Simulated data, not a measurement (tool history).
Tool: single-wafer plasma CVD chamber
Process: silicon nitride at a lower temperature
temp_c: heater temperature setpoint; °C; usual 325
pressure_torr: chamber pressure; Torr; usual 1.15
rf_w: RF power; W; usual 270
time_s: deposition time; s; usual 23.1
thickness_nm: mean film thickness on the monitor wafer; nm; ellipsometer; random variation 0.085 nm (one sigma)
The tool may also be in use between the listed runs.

run,hour,temp_c,pressure_torr,rf_w,time_s,"read-back reference wafer on the same gauge, thickness_nm",thickness_nm
1,0,321,1.15,245,23.1,22.404,21.57
2,98,325,1.15,270,23.1,22.374,22.488
3,156,325,1.15,270,23.1,22.396,22.261
4,207.4,325,1.15,270,23.1,22.405,22.451
5,269.1,325,1.15,270,23.1,22.4,22.215
# hour 289: thermocouple changed; heater temperature recalibrated
6,330.5,325,1.15,270,25.1,22.412,24.33
7,377.6,334,0.87,325,23.1,22.386,22.138
8,438.6,325,1.15,285,23.1,22.408,22.741
9,483.2,331,1.15,235,25.6,22.389,23.338
10,587.2,321,1.15,245,23.1,22.393,21.581
11,667.4,339,0.97,270,27.6,22.397,25.355
12,717.1,338,1.15,315,23.1,22.398,23.538
13,761.3,325,1.15,270,23.1,22.395,22.401
# hour 799.5: gauge calibrated
14,831.7,325,1.15,235,23.1,22.394,21.007
15,1081.7,336,1.37,325,21.5,22.419,23.495
# hour 1114.8: RF generator calibrated
16,1137,325,1.15,270,27.5,22.394,26.441
17,1178.7,330,1.31,240,18.7,22.386,17.883
18,1267.1,317,1.15,245,23.1,22.401,21.586
# hour 1319.1: capacitance manometer re-zeroed and calibrated
# hour 1325.9: showerhead replaced
19,1326.4,325,1.15,270,25.3,22.406,24.518
20,1398.8,313,1.43,270,23.1,22.386,23.878
21,1698.7,325,1.31,270,21.5,22.385,21.659
22,1774.3,325,1.15,270,23.1,22.37,22.367
23,1841.6,325,1.31,270,26.4,22.395,26.3
24,1935.5,313,1.32,310,20.9,22.392,22.383
25,1973.7,325,1.03,315,21,22.407,20.991
26,2023.1,338,1.15,295,23.1,22.399,23.049
27,2092.5,325,1.15,270,23.1,22.389,22.26
28,2184.7,320,1.07,310,24.3,22.403,24.469
29,2247.5,325,1.15,310,23.1,22.37,23.805

Forecast each of these 3 alternatives for the next run:
A,2247.9,325,1.15,270,27.6,?,?
B,2247.9,311,1.05,235,23.1,?,?
C,2247.9,313,0.91,310,26.2,?,?

run,"read-back reference wafer on the same gauge, thickness_nm",thickness_nm
A,22.391,26.645
B,22.391,20.689
C,22.391,25.133
Without the tool's hidden state the same runs would have given:
run,thickness_nm
A,26.645
B,20.689
C,25.133

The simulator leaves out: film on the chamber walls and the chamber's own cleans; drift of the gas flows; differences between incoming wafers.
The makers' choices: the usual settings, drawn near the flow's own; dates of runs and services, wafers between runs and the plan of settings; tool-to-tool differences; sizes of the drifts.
